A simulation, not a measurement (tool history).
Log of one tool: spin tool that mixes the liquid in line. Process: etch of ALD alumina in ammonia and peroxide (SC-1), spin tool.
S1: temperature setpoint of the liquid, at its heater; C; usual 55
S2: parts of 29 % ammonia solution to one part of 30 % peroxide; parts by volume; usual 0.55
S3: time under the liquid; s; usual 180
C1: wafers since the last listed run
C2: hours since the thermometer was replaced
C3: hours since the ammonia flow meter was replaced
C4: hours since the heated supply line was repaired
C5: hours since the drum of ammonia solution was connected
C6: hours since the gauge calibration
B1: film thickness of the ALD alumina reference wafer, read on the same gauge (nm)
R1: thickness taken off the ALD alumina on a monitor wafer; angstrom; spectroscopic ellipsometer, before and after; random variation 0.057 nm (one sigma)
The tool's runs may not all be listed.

{"run": 1, "day": 0.0, "S1": 61, "S2": 0.55, "S3": 135, "C1": 0, "C2": 32.9, "C3": 76, "C4": 2284.6, "C5": 74.2, "C6": 100.6, "B1": 140.01, "R1": 87.4}
{"run": 2, "day": 0.538, "S1": 55, "S2": 0.55, "S3": 180, "C1": 61, "C2": 45.8, "C3": 88.9, "C4": 2297.5, "C5": 87.1, "C6": 113.5, "B1": 140.01, "R1": 85}
{"run": 3, "day": 1.2, "S1": 55, "S2": 0.8, "S3": 180, "C1": 76, "C2": 61.7, "C3": 104.8, "C4": 2313.4, "C5": 103, "C6": 129.4, "B1": 140.01, "R1": 87.5}
{"run": 4, "day": 1.829, "S1": 61.5, "S2": 0.8, "S3": 215, "C1": 72, "C2": 76.8, "C3": 119.9, "C4": 2328.5, "C5": 118.1, "C6": 144.5, "B1": 140.02, "R1": 149.6}
{"run": 5, "day": 2.096, "S1": 49.5, "S2": 0.65, "S3": 225, "C1": 30, "C2": 83.2, "C3": 126.3, "C4": 2334.9, "C5": 124.5, "C6": 150.9, "B1": 140.02, "R1": 79.5}
{"run": 6, "day": 2.488, "S1": 64.5, "S2": 0.55, "S3": 105, "C1": 45, "C2": 92.6, "C3": 135.7, "C4": 2344.3, "C5": 133.9, "C6": 160.3, "B1": 140.01, "R1": 81.8}
{"run": 7, "day": 3.121, "S1": 46, "S2": 0.7, "S3": 265, "C1": 72, "C2": 107.8, "C3": 150.9, "C4": 2359.5, "C5": 149.1, "C6": 175.5, "B1": 140, "R1": 76.3}
{"day": 3.721, "done": "heated supply line repaired"}
{"run": 8, "day": 3.842, "S1": 55, "S2": 0.45, "S3": 150, "C1": 78, "C2": 125.1, "C3": 168.2, "C4": 2.9, "C5": 166.4, "C6": 192.8, "B1": 140.03, "R1": 83}
{"run": 9, "day": 4.333, "S1": 55, "S2": 0.8, "S3": 145, "C1": 56, "C2": 136.9, "C3": 180, "C4": 14.7, "C5": 178.2, "C6": 204.6, "B1": 140.04, "R1": 85.2}
{"run": 10, "day": 4.646, "S1": 46.5, "S2": 0.85, "S3": 135, "C1": 35, "C2": 144.4, "C3": 187.5, "C4": 22.2, "C5": 185.7, "C6": 212.1, "B1": 140.01, "R1": 49.6}
{"run": 11, "day": 4.908, "S1": 47, "S2": 0.35, "S3": 180, "C1": 30, "C2": 150.7, "C3": 193.8, "C4": 28.5, "C5": 192, "C6": 218.4, "B1": 139.98, "R1": 62.8}
{"run": 12, "day": 5.183, "S1": 55, "S2": 0.55, "S3": 85, "C1": 31, "C2": 157.3, "C3": 200.4, "C4": 35.1, "C5": 198.6, "C6": 225, "B1": 139.99, "R1": 47.7}

Forecast run 13:
{"run": 13, "day": 5.542, "S1": 55, "S2": 0.55, "S3": 180, "C1": 41, "C2": 165.9, "C3": 209, "C4": 43.7, "C5": 207.2, "C6": 233.6, "B1": "?", "R1": "?"}

B1: 140
R1: 101.3 angstrom
Without the tool's hidden state the same run would have given R1 104.3 angstrom.
